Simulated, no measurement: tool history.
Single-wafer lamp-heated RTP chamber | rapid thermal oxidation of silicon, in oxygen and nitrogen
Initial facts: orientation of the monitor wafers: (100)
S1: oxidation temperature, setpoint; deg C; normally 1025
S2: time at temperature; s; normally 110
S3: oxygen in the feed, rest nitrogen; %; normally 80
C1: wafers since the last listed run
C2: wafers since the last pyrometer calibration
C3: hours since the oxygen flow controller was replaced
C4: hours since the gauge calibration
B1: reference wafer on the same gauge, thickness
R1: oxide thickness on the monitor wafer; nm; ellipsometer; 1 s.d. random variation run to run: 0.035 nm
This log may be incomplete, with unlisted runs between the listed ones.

run	hour	S1	S2	S3	C1	C2	C3	C4	B1	R1
1	0.0	1025	94	80	0	2516	3800.3	918.4	8.133	7.376
2	60.2	1025	94	80	899	3416	3860.5	978.6	8.110	7.383
3	94.4	1032	110	80	511	3927	3894.7	1012.8	8.102	8.323
4	131.0	1032	110	80	546	4474	3931.3	1049.4	8.095	8.317
5	165.6	1032	110	80	517	4991	3965.9	1084.0	8.095	8.284
# hour 180.3: pyrometer window cleaned and pyrometer calibrated
6	229.2	1025	110	80	830	731	4029.5	1147.6	8.067	7.912
7	277.7	1025	110	80	724	1455	4078.0	1196.1	8.069	7.896
8	303.3	1025	110	80	382	1838	4103.6	1221.7	8.057	7.920
9	358.7	1025	95	80	827	2666	4159.0	1277.1	8.042	7.375
10	429.7	1025	95	80	1060	3727	4230.0	1348.1	8.019	7.271
# hour 488.5: pyrometer window cleaned and pyrometer calibrated
11	499.8	1025	110	80	927	169	4300.1	1418.2	7.983	7.831
12	528.4	1025	110	80	427	596	4328.7	1446.8	7.986	7.748
# hour 556.9: oxygen flow controller replaced
13	560.2	1025	110	94	355	952	3.3	1478.6	7.969	8.267
14	595.0	1025	110	94	520	1472	38.1	1513.4	7.954	8.208
15	649.3	1025	110	94	811	2283	92.4	1567.7	7.939	8.190
16	704.3	1025	110	80	821	3105	147.4	1622.7	7.912	7.754
17	754.8	1025	110	80	754	3860	197.9	1673.2	7.903	7.734
# hour 792.1: pyrometer window cleaned and pyrometer calibrated
18	792.6	1047	110	80	445	8	235.7	1711.0	7.872	8.997
# hour 794.2: gauge calibrated
19	822.7	1025	110	80	449	457	265.8	28.5	8.262	8.120
20	851.1	1014	91	57	424	882	294.2	56.9	8.248	6.068
21	875.7	1025	110	80	367	1249	318.8	81.5	8.260	8.080
22	901.0	1052	110	71	378	1627	344.1	106.8	8.253	9.341
23	954.3	1025	110	54	796	2424	397.4	160.1	8.260	7.011
24	1023.5	1025	110	80	1034	3458	466.6	229.3	8.237	8.079
25	1080.5	1025	110	80	851	4310	523.6	286.3	8.245	8.044
# hour 1109.2: pyrometer window cleaned and pyrometer calibrated
26	1122.3	1025	148	80	505	196	565.4	328.1	8.236	9.278
27	1189.4	1025	66	63	1002	1198	632.5	395.2	8.258	5.879
28	1219.5	1035	65	53	449	1648	662.6	425.3	8.257	5.892
29	1254.5	1011	93	92	523	2171	697.6	460.3	8.229	7.101
30	1300.8	1025	110	80	691	2863	743.9	506.6	8.223	8.047
31	1341.5	1025	94	97	608	3471	784.6	547.3	8.213	8.022
32	1376.3	997	154	52	520	3991	819.4	582.1	8.207	6.522
# hour 1425.5: pyrometer window cleaned and pyrometer calibrated
33	1434.0	1025	110	59	742	126	877.1	639.8	8.208	7.157
34	1482.9	998	124	54	730	857	926.0	688.7	8.200	6.040
35	1515.2	995	137	61	482	1340	958.3	721.0	8.190	6.451
36	1579.8	1025	72	80	965	2305	1022.9	785.6	8.166	6.653

Same runs, no hidden state in the tool, same run-to-run variation:
What the log doesn't record here: true wafer temperature minus pyrometer reading, K; deviation of the oxygen flow from its setpoint, %; gauge reads high (%).
run	R1
1	7.482
2	7.502
3	8.466
4	8.470
5	8.445
6	8.083
7	8.080
8	8.112
9	7.570
10	7.485
11	8.085
12	8.009
13	8.558
14	8.510
15	8.513
16	8.081
17	8.081
18	9.419
19	8.114
20	6.063
21	8.074
22	9.335
23	7.008
24	8.079
25	8.047
26	9.285
27	5.888
28	5.903
29	7.118
30	8.071
31	8.051
32	6.550
33	7.195
34	6.077
35	6.495
36	6.708
